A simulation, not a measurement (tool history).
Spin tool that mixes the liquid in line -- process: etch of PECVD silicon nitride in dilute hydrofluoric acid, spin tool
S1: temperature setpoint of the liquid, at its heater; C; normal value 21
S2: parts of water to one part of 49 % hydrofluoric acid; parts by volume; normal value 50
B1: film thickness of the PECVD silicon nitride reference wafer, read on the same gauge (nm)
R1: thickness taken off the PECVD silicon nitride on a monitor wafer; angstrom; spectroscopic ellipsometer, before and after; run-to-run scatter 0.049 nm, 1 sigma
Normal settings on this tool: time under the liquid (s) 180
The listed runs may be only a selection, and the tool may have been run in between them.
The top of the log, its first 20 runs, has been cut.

{"run": 21, "hour": 1032.8, "S1": 25.5, "S2": 40, "time under the liquid (s)": 280, "B1": 30, "R1": 297}
{"run": 22, "hour": 1103.2, "S1": 17, "S2": 65, "time under the liquid (s)": 240, "B1": 29.97, "R1": 89.2}
{"run": 23, "hour": 1130.8, "S1": 21, "S2": 50, "time under the liquid (s)": 180, "B1": 29.98, "R1": 113.2}
{"run": 24, "hour": 1174.7, "S1": 24.5, "S2": 50, "time under the liquid (s)": 255, "B1": 29.95, "R1": 206.1}
{"run": 25, "hour": 1210.9, "S1": 23.5, "S2": 50, "time under the liquid (s)": 145, "B1": 29.98, "R1": 109.2}
{"run": 26, "hour": 1280.1, "S1": 23, "S2": 35, "time under the liquid (s)": 90, "B1": 30.02, "R1": 92.9}
{"run": 27, "hour": 1336.4, "S1": 17, "S2": 40, "time under the liquid (s)": 285, "B1": 30.04, "R1": 169.9}
{"run": 28, "hour": 1368.0, "S1": 17, "S2": 50, "time under the liquid (s)": 265, "B1": 30, "R1": 127.5}
{"run": 29, "hour": 1415.5, "S1": 21, "S2": 50, "time under the liquid (s)": 180, "B1": 29.95, "R1": 114.8}
{"run": 30, "hour": 1461.4, "S1": 21, "S2": 50, "time under the liquid (s)": 180, "B1": 29.99, "R1": 114.6}

Branching from run 30: 3 alternative next runs. What would each branch give?
{"run": "A", "hour": 1461.9, "S1": 21, "S2": 60, "time under the liquid (s)": 180, "B1": "?", "R1": "?"}
{"run": "B", "hour": 1461.9, "S1": 19.5, "S2": 70, "time under the liquid (s)": 180, "B1": "?", "R1": "?"}
{"run": "C", "hour": 1461.9, "S1": 21, "S2": 50, "time under the liquid (s)": 260, "B1": "?", "R1": "?"}

run=A B1=29.99 R1=95.9
run=B B1=29.99 R1=74.5
run=C B1=29.99 R1=165.6
With the hidden condition removed and each run's random variation left untouched, the same runs would have given:
run=A R1=95.2
run=B R1=73.8
run=C R1=164.2
